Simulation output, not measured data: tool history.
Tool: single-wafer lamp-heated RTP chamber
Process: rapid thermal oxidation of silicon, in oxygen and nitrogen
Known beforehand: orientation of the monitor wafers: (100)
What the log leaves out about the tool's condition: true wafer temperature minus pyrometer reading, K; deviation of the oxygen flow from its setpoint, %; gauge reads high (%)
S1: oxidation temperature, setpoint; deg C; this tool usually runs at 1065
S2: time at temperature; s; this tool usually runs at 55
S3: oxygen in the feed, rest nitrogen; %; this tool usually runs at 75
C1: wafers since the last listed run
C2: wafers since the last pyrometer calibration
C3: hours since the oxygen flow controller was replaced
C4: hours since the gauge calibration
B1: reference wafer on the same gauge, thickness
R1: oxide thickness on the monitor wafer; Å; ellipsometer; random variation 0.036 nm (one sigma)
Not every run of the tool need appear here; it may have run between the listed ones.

run 1 hour=0 | S1=1065 S2=55 S3=75 | C1=0 C2=1244 C3=1615.4 C4=714.6 | B1=6.667 | R1=77.86
run 2 hour=66.2 | S1=1065 S2=55 S3=75 | C1=367 C2=1611 C3=1681.6 C4=780.8 | B1=6.665 | R1=78.76
run 3 hour=102.6 | S1=1065 S2=55 S3=75 | C1=201 C2=1813 C3=1718 C4=817.2 | B1=6.666 | R1=78.48
run 4 hour=181.3 | S1=1065 S2=55 S3=75 | C1=436 C2=2250 C3=1796.7 C4=895.9 | B1=6.672 | R1=79.57
run 5 hour=265.8 | S1=1074 S2=47 S3=75 | C1=468 C2=2719 C3=1881.2 C4=980.4 | B1=6.667 | R1=78.39
-- hour=340.2 gauge calibrated
run 6 hour=368.5 | S1=1074 S2=47 S3=75 | C1=569 C2=3288 C3=1983.9 C4=28.3 | B1=6.673 | R1=79.16
run 7 hour=471.2 | S1=1065 S2=75 S3=98 | C1=569 C2=3858 C3=2086.6 C4=131 | B1=6.672 | R1=101.06
run 8 hour=508.1 | S1=1065 S2=55 S3=75 | C1=204 C2=4063 C3=2123.5 C4=167.9 | B1=6.668 | R1=80.13
run 9 hour=545.5 | S1=1065 S2=55 S3=75 | C1=207 C2=4271 C3=2160.9 C4=205.3 | B1=6.677 | R1=80.11
run 10 hour=636 | S1=1065 S2=55 S3=75 | C1=502 C2=4773 C3=2251.4 C4=295.8 | B1=6.664 | R1=80.2
run 11 hour=736.2 | S1=1065 S2=55 S3=75 | C1=556 C2=5329 C3=2351.6 C4=396 | B1=6.666 | R1=79.91
run 12 hour=798.7 | S1=1065 S2=55 S3=75 | C1=346 C2=5676 C3=2414.1 C4=458.5 | B1=6.668 | R1=79.99
run 13 hour=878.5 | S1=1065 S2=55 S3=83 | C1=442 C2=6119 C3=2493.9 C4=538.3 | B1=6.665 | R1=83.91
run 14 hour=922.4 | S1=1065 S2=55 S3=75 | C1=243 C2=6362 C3=2537.8 C4=582.2 | B1=6.673 | R1=79.43
-- hour=1003.4 pyrometer window cleaned and pyrometer calibrated
run 15 hour=1011.6 | S1=1065 S2=55 S3=75 | C1=450 C2=45 C3=2627 C4=671.4 | B1=6.672 | R1=77.05
run 16 hour=1104.3 | S1=1065 S2=32 S3=47 | C1=514 C2=560 C3=2719.7 C4=764.1 | B1=6.664 | R1=51.96
run 17 hour=1172.3 | S1=1090 S2=55 S3=75 | C1=377 C2=937 C3=2787.7 C4=832.1 | B1=6.674 | R1=91.64
run 18 hour=1218.2 | S1=1065 S2=70 S3=98 | C1=254 C2=1192 C3=2833.6 C4=878 | B1=6.666 | R1=96.29
run 19 hour=1268.4 | S1=1065 S2=55 S3=75 | C1=278 C2=1470 C3=2883.8 C4=928.2 | B1=6.665 | R1=78.39
run 20 hour=1326.2 | S1=1094 S2=39 S3=87 | C1=320 C2=1791 C3=2941.6 C4=986 | B1=6.673 | R1=86.98
run 21 hour=1389.6 | S1=1065 S2=55 S3=75 | C1=351 C2=2143 C3=3005 C4=1049.4 | B1=6.674 | R1=79.75
-- hour=1430.5 oxygen flow controller replaced
run 22 hour=1463.9 | S1=1036 S2=55 S3=50 | C1=367 C2=2511 C3=33.4 C4=1123.7 | B1=6.665 | R1=56.64
-- hour=1528 gauge calibrated
run 23 hour=1534.1 | S1=1082 S2=67 S3=85 | C1=389 C2=2900 C3=103.6 C4=6.1 | B1=6.678 | R1=101.77
run 24 hour=1615.4 | S1=1065 S2=55 S3=75 | C1=451 C2=3351 C3=184.9 C4=87.4 | B1=6.673 | R1=79.84
run 25 hour=1710.2 | S1=1095 S2=55 S3=75 | C1=526 C2=3877 C3=279.7 C4=182.2 | B1=6.668 | R1=98.02
run 26 hour=1778.2 | S1=1050 S2=74 S3=75 | C1=377 C2=4255 C3=347.7 C4=250.2 | B1=6.674 | R1=83.23
run 27 hour=1816.3 | S1=1086 S2=77 S3=50 | C1=211 C2=4466 C3=385.8 C4=288.3 | B1=6.667 | R1=92.03
run 28 hour=1878 | S1=1065 S2=72 S3=87 | C1=342 C2=4809 C3=447.5 C4=350 | B1=6.674 | R1=95.13
run 29 hour=1964.5 | S1=1065 S2=55 S3=75 | C1=480 C2=5289 C3=534 C4=436.5 | B1=6.667 | R1=79.85
-- hour=1974.4 pyrometer window cleaned and pyrometer calibrated
run 30 hour=2010.3 | S1=1094 S2=55 S3=75 | C1=209 C2=199 C3=579.8 C4=482.3 | B1=6.667 | R1=93.14

Each row is a separate what-if for the run after 30, all from the same tool condition, not one after another. Results?
run A hour=2010.8 | S1=1065 S2=55 S3=51 | C1=2 C2=201 C3=580.3 C4=482.8 | B1=? | R1=?
run B hour=2010.8 | S1=1056 S2=55 S3=75 | C1=2 C2=201 C3=580.3 C4=482.8 | B1=? | R1=?
run C hour=2010.8 | S1=1054 S2=40 S3=67 | C1=2 C2=201 C3=580.3 C4=482.8 | B1=? | R1=?

run=A B1=6.666 R1=66.6
run=B B1=6.666 R1=71.88
run=C B1=6.666 R1=59.29
Had the tool no hidden state, the same runs would have come out as:
run=A R1=66.21
run=B R1=71.45
run=C R1=58.93
